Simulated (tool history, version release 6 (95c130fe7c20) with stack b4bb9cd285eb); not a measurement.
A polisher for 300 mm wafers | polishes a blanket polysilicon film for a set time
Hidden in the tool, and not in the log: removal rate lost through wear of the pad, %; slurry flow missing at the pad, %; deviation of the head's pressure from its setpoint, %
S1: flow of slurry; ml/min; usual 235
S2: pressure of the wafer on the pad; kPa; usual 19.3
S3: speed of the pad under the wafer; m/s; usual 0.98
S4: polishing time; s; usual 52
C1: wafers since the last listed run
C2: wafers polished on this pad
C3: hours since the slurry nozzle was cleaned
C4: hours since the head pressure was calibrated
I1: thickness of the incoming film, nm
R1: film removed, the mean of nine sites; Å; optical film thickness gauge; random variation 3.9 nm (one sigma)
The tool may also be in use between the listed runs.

run 1 day=0 | S1=235 S2=19.3 S3=0.98 S4=39 | C1=0 C2=1411 C3=501.6 C4=269.1 | I1=1178.6 | R1=3373
run 2 day=3.854 | S1=235 S2=19.3 S3=0.98 S4=39 | C1=912 C2=2324 C3=594.1 C4=361.6 | I1=1188.2 | R1=3322
run 3 day=7.408 | S1=235 S2=19.3 S3=0.98 S4=52 | C1=841 C2=3166 C3=679.4 C4=446.9 | I1=1182.3 | R1=4335
-- day=7.788 worn pad replaced by a new one
run 4 day=9.817 | S1=235 S2=19.3 S3=0.98 S4=52 | C1=530 C2=480 C3=737.2 C4=504.7 | I1=1191.8 | R1=4646
run 5 day=11.338 | S1=235 S2=19.3 S3=0.98 S4=52 | C1=360 C2=840 C3=773.7 C4=541.2 | I1=1181.8 | R1=4570
run 6 day=14.058 | S1=235 S2=19.3 S3=0.98 S4=52 | C1=644 C2=1485 C3=839 C4=606.5 | I1=1186.7 | R1=4490
-- day=14.233 slurry nozzle cleaned
run 7 day=17.483 | S1=235 S2=19.3 S3=0.98 S4=52 | C1=801 C2=2286 C3=78 C4=688.7 | I1=1168.9 | R1=4376
-- day=21.258 worn pad replaced by a new one
run 8 day=21.279 | S1=235 S2=19.3 S3=0.98 S4=52 | C1=859 C2=4 C3=169.1 C4=779.8 | I1=1177.7 | R1=4727
run 9 day=23.746 | S1=235 S2=19.3 S3=0.98 S4=52 | C1=584 C2=589 C3=228.3 C4=839 | I1=1178.8 | R1=4783
run 10 day=27.5 | S1=235 S2=19.3 S3=0.98 S4=52 | C1=889 C2=1478 C3=318.4 C4=929.1 | I1=1183.7 | R1=4595
run 11 day=29.446 | S1=235 S2=19.3 S3=0.98 S4=52 | C1=460 C2=1938 C3=365.1 C4=975.8 | I1=1183.9 | R1=4551
run 12 day=32.7 | S1=235 S2=19.3 S3=0.98 S4=52 | C1=770 C2=2709 C3=443.2 C4=1053.9 | I1=1205.2 | R1=4441
run 13 day=34.442 | S1=235 S2=19.3 S3=0.98 S4=52 | C1=412 C2=3122 C3=485 C4=1095.7 | I1=1194.1 | R1=4415
run 14 day=36.475 | S1=270 S2=19.3 S3=1.3 S4=52 | C1=481 C2=3603 C3=533.8 C4=1144.5 | I1=1180.8 | R1=5811
-- day=38.008 worn pad replaced by a new one
run 15 day=38.317 | S1=235 S2=19.3 S3=0.98 S4=52 | C1=396 C2=73 C3=578 C4=1188.7 | I1=1189.6 | R1=4911

The next listed run, before its measurement:
run 16 day=41.354 | S1=235 S2=19.3 S3=0.98 S4=68 | C1=719 C2=792 C3=650.9 C4=1261.6 | I1=1169.9 | R1=?

Run 16 gave R1 6300 Å.
Without the tool's hidden state the same run would have given R1 6047 Å.

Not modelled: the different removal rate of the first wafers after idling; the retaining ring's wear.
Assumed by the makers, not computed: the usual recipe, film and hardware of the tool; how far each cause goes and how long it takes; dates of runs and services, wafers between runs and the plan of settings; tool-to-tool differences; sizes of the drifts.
